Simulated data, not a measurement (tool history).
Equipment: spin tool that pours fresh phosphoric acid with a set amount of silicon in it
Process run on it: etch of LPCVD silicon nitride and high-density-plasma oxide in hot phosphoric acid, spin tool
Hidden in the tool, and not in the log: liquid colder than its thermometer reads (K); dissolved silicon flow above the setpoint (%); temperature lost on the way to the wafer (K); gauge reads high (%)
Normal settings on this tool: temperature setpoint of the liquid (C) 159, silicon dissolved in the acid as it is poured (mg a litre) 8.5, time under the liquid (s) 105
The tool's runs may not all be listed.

run,hour,temperature setpoint of the liquid (C),silicon dissolved in the acid as it is poured (mg a litre),time under the liquid (s),wafers since the last listed run,hours since the thermometer was replaced,hours since the dissolved silicon flow meter was replaced,hours since the heated supply line was repaired,hours since the gauge calibration,"read-back film thickness of the LPCVD silicon nitride reference wafer, read on the same gauge (nm)",thickness taken off the LPCVD silicon nitride on a monitor wafer (angstrom)
1,0,159,8.5,40,0,300.2,475.3,691.9,1571.3,60,28.4
2,37,162,13,45,285,337.2,512.3,728.9,1608.3,60.02,35.3
# hour 75.4: heated supply line repaired
3,97.3,156.5,8.5,105,457,397.5,572.6,21.9,1668.6,59.98,70.6
4,124.9,158,5,60,212,425.1,600.2,49.5,1696.2,60.01,42.5
5,183.3,158,8.5,55,450,483.5,658.6,107.9,1754.6,59.99,38.8
6,210.3,158,14.5,45,208,510.5,685.6,134.9,1781.6,60,31.6
7,251.1,159,10,105,314,551.3,726.4,175.7,1822.4,59.97,76.2
# hour 258.2: dissolved silicon flow meter replaced
# hour 276.2: gauge calibrated
8,310.5,160,4,55,450,610.7,52.3,235.1,34.3,59.96,41.2
9,343.4,159,8.5,105,253,643.6,85.2,268,67.2,60.03,76.3
10,379,161.5,8.5,105,274,679.2,120.8,303.6,102.8,60.02,82.2
11,409.1,158,3.5,145,232,709.3,150.9,333.7,132.9,60.01,101
12,470.5,159,8.5,150,473,770.7,212.3,395.1,194.3,60.02,107.7
13,526.1,159,8.5,105,428,826.3,267.9,450.7,249.9,60,74.9
14,556.5,159,8.5,105,234,856.7,298.3,481.1,280.3,60.02,74.8
15,623.2,157.5,13,105,514,923.4,365,547.8,347,60.03,70.9
16,671.6,157.5,8.5,105,373,971.8,413.4,596.2,395.4,60.01,70.7
17,701.3,156.5,8.5,105,229,1001.5,443.1,625.9,425.1,60,68.3
# hour 736.5: thermometer replaced
18,766,159,8.5,105,491,29.5,507.8,690.6,489.8,59.96,74.5
19,800.7,159,13,105,267,64.2,542.5,725.3,524.5,60.03,74.4
# hour 838.3: heated supply line repaired
20,849.2,159,8.5,105,366,112.7,591,10.9,573,59.97,77.3

Branching from run 20: 5 alternative next runs. What would each branch give?
A,849.6,159,12,105,3,113.1,591.4,11.3,573.4,?,?
B,849.6,161.5,5,85,3,113.1,591.4,11.3,573.4,?,?
C,849.6,159,8.5,80,3,113.1,591.4,11.3,573.4,?,?
D,849.6,158,15,125,3,113.1,591.4,11.3,573.4,?,?
E,849.6,156.5,4.5,105,3,113.1,591.4,11.3,573.4,?,?

run,"read-back film thickness of the LPCVD silicon nitride reference wafer, read on the same gauge (nm)",thickness taken off the LPCVD silicon nitride on a monitor wafer (angstrom)
A,59.99,76.7
B,59.99,67.5
C,59.99,58.4
D,59.99,88.3
E,59.99,70.5
The same runs, with their run-to-run variation unchanged, on a tool lacking any hidden condition would have given:
run,thickness taken off the LPCVD silicon nitride on a monitor wafer (angstrom)
A,76.9
B,67.7
C,58.6
D,88.5
E,70.6
